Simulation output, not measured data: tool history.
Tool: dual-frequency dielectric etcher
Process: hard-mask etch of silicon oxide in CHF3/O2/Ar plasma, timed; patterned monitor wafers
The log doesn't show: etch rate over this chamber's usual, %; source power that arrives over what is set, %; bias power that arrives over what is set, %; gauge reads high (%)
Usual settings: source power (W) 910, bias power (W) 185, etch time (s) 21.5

run   hour  source power (W)  bias power (W)  etch time (s)  wafers since the last listed run  hours since the last wet clean  hours since the last source power generator calibration  hours since the last bias power generator calibration  hours since the last upper electrode change  hours since the gauge calibration  read-back reference wafer on the same gauge, depth_nm  mean etch depth across the wafer (angstrom)
  1    0.0              1030             185           21.5                                 0                           136.7                                                   4876.7                                                 2399.5                                       2851.1                              471.5                                                     64                                          578
  2   15.4              1030             185           21.5                               177                           152.1                                                   4892.1                                                 2414.9                                       2866.5                              486.9                                                     64                                          578
  3   47.4              1030             185           21.5                               369                           184.1                                                   4924.1                                                 2446.9                                       2898.5                              518.9                                                     64                                          576
  4   77.3               910             185           21.5                               345                           214.0                                                   4954.0                                                 2476.8                                       2928.4                              548.8                                                     64                                          564
  5  109.4               910             185           21.5                               370                           246.1                                                   4986.1                                                 2508.9                                       2960.5                              580.9                                                     64                                          562
  6  125.5               910             185           21.5                               185                           262.2                                                   5002.2                                                 2525.0                                       2976.6                              597.0                                                     64                                          563
  7  145.5               910             185           21.5                               230                           282.2                                                   5022.2                                                 2545.0                                       2996.6                              617.0                                                     64                                          562
  8  177.9               860             185           21.5                               374                           314.6                                                   5054.6                                                 2577.4                                       3029.0                              649.4                                                     64                                          556
  9  201.9               860             185           21.5                               277                           338.6                                                   5078.6                                                 2601.4                                       3053.0                              673.4                                                     64                                          555
 10  235.3               860             185           21.5                               385                           372.0                                                   5112.0                                                 2634.8                                       3086.4                              706.8                                                     64                                          555
     262.7  -- gauge calibrated
     275.7  -- wet clean of the chamber
 11  276.2               910             185           21.5                               195                             0.5                                                   5152.9                                                 2675.7                                       3127.3                               13.5                                                     64                                          558
 12  286.9               910             185           21.5                               123                            11.2                                                   5163.6                                                 2686.4                                       3138.0                               24.2                                                     64                                          560
 13  299.1               910             185           21.5                               140                            23.4                                                   5175.8                                                 2698.6                                       3150.2                               36.4                                                     64                                          559
     308.0  -- source power generator calibrated
 14  333.0               910             185           21.5                               345                            57.3                                                     25.0                                                 2732.5                                       3184.1                               70.3                                                     64                                          561
 15  345.8               910             173           21.5                               147                            70.1                                                     37.8                                                 2745.3                                       3196.9                               83.1                                                     64                                          542
 16  362.3               910             152           23.5                               190                            86.6                                                     54.3                                                 2761.8                                       3213.4                               99.6                                                     64                                          554
     392.7  -- bias power generator calibrated
 17  395.6               910             185           18.5                               338                           119.9                                                     87.6                                                    2.9                                       3246.7                              132.9                                                     64                                          493
 18  429.0              1030             185           21.5                               385                           153.3                                                    121.0                                                   36.3                                       3280.1                              166.3                                                     64                                          590
 19  451.3               970             185           21.5                               257                           175.6                                                    143.3                                                   58.6                                       3302.4                              188.6                                                     64                                          583
 20  467.6               740             172           27.0                               188                           191.9                                                    159.6                                                   74.9                                       3318.7                              204.9                                                     64                                          668
 21  479.8               840             185           21.5                               140                           204.1                                                    171.8                                                   87.1                                       3330.9                              217.1                                                     64                                          566
 22  504.0               910             162           21.5                               279                           228.3                                                    196.0                                                  111.3                                       3355.1                              241.3                                                     64                                          539
     547.4  -- upper electrode replaced
 23  547.9               760             142           27.5                               229                           272.2                                                    239.9                                                  155.2                                          0.5                              285.2                                                     64                                          618
 24  559.0               720             143           27.5                               128                           283.3                                                    251.0                                                  166.3                                         11.6                              296.3                                                     64                                          616
 25  581.0              1020             166           24.5                               254                           305.3                                                    273.0                                                  188.3                                         33.6                              318.3                                                     64                                          638
 26  596.6              1000             185           21.5                               180                           320.9                                                    288.6                                                  203.9                                         49.2                              333.9                                                     64                                          589
 27  610.3               990             185           25.5                               158                           334.6                                                    302.3                                                  217.6                                         62.9                              347.6                                                     64                                          695
 28  641.9               910             185           21.5                               364                           366.2                                                    333.9                                                  249.2                                         94.5                              379.2                                                     64                                          577
 29  662.1               910             185           21.5                               233                           386.4                                                    354.1                                                  269.4                                        114.7                              399.4                                                     64                                          577
     714.6  -- wet clean of the chamber
 30  715.1               910             185           21.5                               334                             0.5                                                    407.1                                                  322.4                                        167.7                              452.4                                                     64                                          572
 31  715.8               910             154           21.5                                 8                             1.2                                                    407.8                                                  323.1                                        168.4                              453.1                                                     64                                          522

Forecast each of these 3 alternatives for the next run:
  A  716.2               910             185           21.5                                 4                             1.6                                                    408.2                                                  323.5                                        168.8                              453.5                                                      ?                                            ?
  B  716.2               910             214           21.5                                 4                             1.6                                                    408.2                                                  323.5                                        168.8                              453.5                                                      ?                                            ?
  C  716.2              1030             148           19.5                                 4                             1.6                                                    408.2                                                  323.5                                        168.8                              453.5                                                      ?                                            ?

run  read-back reference wafer on the same gauge, depth_nm  mean etch depth across the wafer (angstrom)
  A                                                     64                                          573
  B                                                     64                                          615
  C                                                     64                                          477
Without the tool's hidden state the same runs would have given:
run  mean etch depth across the wafer (angstrom)
  A                                          571
  B                                          613
  C                                          476
